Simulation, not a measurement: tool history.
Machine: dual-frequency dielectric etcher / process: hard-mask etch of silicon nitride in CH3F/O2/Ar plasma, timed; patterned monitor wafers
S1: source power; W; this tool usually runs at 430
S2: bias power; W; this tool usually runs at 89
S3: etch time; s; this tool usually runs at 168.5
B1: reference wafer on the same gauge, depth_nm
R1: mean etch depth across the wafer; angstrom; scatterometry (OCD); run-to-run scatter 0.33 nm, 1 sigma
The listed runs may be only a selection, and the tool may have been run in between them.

run,hour,S1,S2,S3,B1,R1
1,0.0,430,89,168.5,128.0,1220
2,17.1,430,89,168.5,128.0,1217
3,51.8,430,89,168.5,127.9,1220
4,79.3,430,89,168.5,127.9,1216
5,99.1,430,89,168.5,128.1,1215
# hour 130.1: upper electrode replaced
6,130.6,430,89,168.5,128.0,1215
7,147.2,430,89,168.5,128.1,1215
8,173.6,430,77,168.5,128.0,1140
9,192.4,340,95,122.0,128.0,854
# hour 203.1: gauge calibrated
10,206.7,430,68,187.0,128.1,1191
# hour 217.5: bias power generator calibrated
11,219.5,430,89,144.5,127.9,1040
12,243.8,390,72,218.0,128.1,1388
13,267.5,430,78,121.5,128.0,829
# hour 306.5: wet clean of the chamber
# hour 306.8: source power generator calibrated
14,338.5,430,89,204.5,128.0,1475
15,362.1,460,76,130.5,127.8,894
16,384.0,430,89,168.5,127.9,1222

Run-by-run hidden state of the tool:
etch rate over this chamber's usual, %: 0 at every run
source power that arrives over what is set, %: 0 at every run
bias power that arrives over what is set, %: 0 at every run
gauge reads high (%): 0 at every run
